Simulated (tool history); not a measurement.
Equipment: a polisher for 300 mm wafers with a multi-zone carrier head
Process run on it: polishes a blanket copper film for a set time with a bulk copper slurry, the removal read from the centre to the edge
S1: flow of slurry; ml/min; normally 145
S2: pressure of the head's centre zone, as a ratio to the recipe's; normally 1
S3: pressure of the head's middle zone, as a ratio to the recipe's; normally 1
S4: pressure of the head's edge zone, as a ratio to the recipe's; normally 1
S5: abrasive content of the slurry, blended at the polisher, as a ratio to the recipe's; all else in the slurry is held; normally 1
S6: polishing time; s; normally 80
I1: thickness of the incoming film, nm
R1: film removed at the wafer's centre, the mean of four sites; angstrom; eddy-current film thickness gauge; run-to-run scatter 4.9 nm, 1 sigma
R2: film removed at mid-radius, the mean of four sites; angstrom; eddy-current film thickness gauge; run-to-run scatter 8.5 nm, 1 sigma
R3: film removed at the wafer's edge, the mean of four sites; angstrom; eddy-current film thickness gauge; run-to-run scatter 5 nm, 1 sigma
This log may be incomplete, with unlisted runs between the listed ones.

Run 1, hour 0: usual settings but S2 1.07, S3 1.11, S4 0.88, S5 0.8; I1 4019.8. Result: R1 7640 angstrom, R2 8104 angstrom, R3 6850 angstrom.
Run 2, hour 51.3: usual settings but S1 160 ml/min, S2 0.89, S4 0.91, S6 52 s; I1 3919.1. Result: R1 4588 angstrom, R2 5267 angstrom, R3 5020 angstrom.
Run 3, hour 84.5: usual settings; I1 3996.6. Result: R1 7791 angstrom, R2 7873 angstrom, R3 7922 angstrom.
At hour 131.8: slurry nozzle cleaned.
Run 4, hour 154: usual settings; I1 3994.3. Result: R1 8095 angstrom, R2 8242 angstrom, R3 8235 angstrom.
Run 5, hour 202.5: usual settings but S2 1.07, S4 1.08; I1 4012.8. Result: R1 8723 angstrom, R2 8211 angstrom, R3 8372 angstrom.
Run 6, hour 232.9: usual settings but S1 125 ml/min, S2 1.08, S3 0.91; I1 3991.4. Result: R1 8427 angstrom, R2 7531 angstrom, R3 7987 angstrom.
At hour 254: carrier head's membrane replaced by a new one.
Run 7, hour 270.4: usual settings; I1 3981.7. Result: R1 8132 angstrom, R2 8234 angstrom, R3 8250 angstrom.
At hour 285.6: worn pad replaced by a new one.
Run 8, hour 333.8: usual settings but S1 105 ml/min; I1 3958.4. Result: R1 7553 angstrom, R2 7646 angstrom, R3 7742 angstrom.
At hour 337.6: edge zone pressure recalibrated.
Run 9, hour 369.2: usual settings but S2 0.96, S3 1.07; I1 4013.5. Result: R1 7782 angstrom, R2 8550 angstrom, R3 8078 angstrom.
Run 10, hour 396.8: usual settings but S1 115 ml/min, S3 1.06; I1 3924.5. Result: R1 7570 angstrom, R2 8151 angstrom, R3 7880 angstrom.
Run 11, hour 431.9: usual settings but S3 1.06; I1 4041.8. Result: R1 8042 angstrom, R2 8578 angstrom, R3 8179 angstrom.
Run 12, hour 468.9: usual settings but S2 1.07, S4 0.95; I1 4019.3. Result: R1 8484 angstrom, R2 8110 angstrom, R3 7882 angstrom.
Run 13, hour 531.5: usual settings but S3 0.93, S4 1.03, S5 0.7; I1 3965. Result: R1 7008 angstrom, R2 6650 angstrom, R3 7159 angstrom.
Run 14, hour 602: usual settings; I1 3938.3. Result: R1 7940 angstrom, R2 8119 angstrom, R3 8116 angstrom.
Run 15, hour 668.6: usual settings but S6 65 s; I1 3948.3. Result: R1 6456 angstrom, R2 6499 angstrom, R3 6574 angstrom.
Run 16, hour 717.9: usual settings but S2 1.05, S5 1.15, S6 63 s; I1 4009.3. Result: R1 6851 angstrom, R2 6671 angstrom, R3 6645 angstrom.
At hour 734.2: worn pad replaced by a new one.
Run 17, hour 752.9: usual settings but S1 100 ml/min, S6 65 s; I1 3977.9. Result: R1 5810 angstrom, R2 6021 angstrom, R3 6184 angstrom.
Run 18, hour 812.8: usual settings; I1 3998.7. Result: R1 7740 angstrom, R2 7785 angstrom, R3 7986 angstrom.
Run 19, hour 848.6: usual settings; I1 3956.6. Result: R1 7833 angstrom, R2 7974 angstrom, R3 7943 angstrom.
Run 20, hour 920.2: usual settings but S2 1.06, S3 0.92, S5 1.25; I1 4055.1. Result: R1 8757 angstrom, R2 7931 angstrom, R3 8514 angstrom.
At hour 944.8: slurry nozzle cleaned.
Run 21, hour 969.3: usual settings but S3 0.9; I1 3981.1. Result: R1 8187 angstrom, R2 7474 angstrom, R3 8216 angstrom.
Run 22, hour 1025.9: usual settings but S5 0.75; I1 3994.8. Result: R1 7325 angstrom, R2 7430 angstrom, R3 7348 angstrom.

3 options for the next run, each taken on its own from the tool as it stands now. Forecast them:
Run A, hour 1026.3: usual settings; I1 4018.8. Result: R1 ?, R2 ?, R3 ?.
Run B, hour 1026.3: usual settings but S1 125 ml/min, S3 0.89, S6 107 s; I1 4018.8. Result: R1 ?, R2 ?, R3 ?.
Run C, hour 1026.3: usual settings but S1 125 ml/min, S2 1.1, S4 0.9, S5 1.3; I1 4018.8. Result: R1 ?, R2 ?, R3 ?.

run     R1    R2     R3
  A   8131  8242   8135
  B  10533  9736  10686
  C   9464  8743   8281
Had the tool no hidden state, the same runs would have come out as:
run     R1    R2     R3
  A   8145  8254   8144
  B  10553  9753  10698
  C   9482  8757   8291
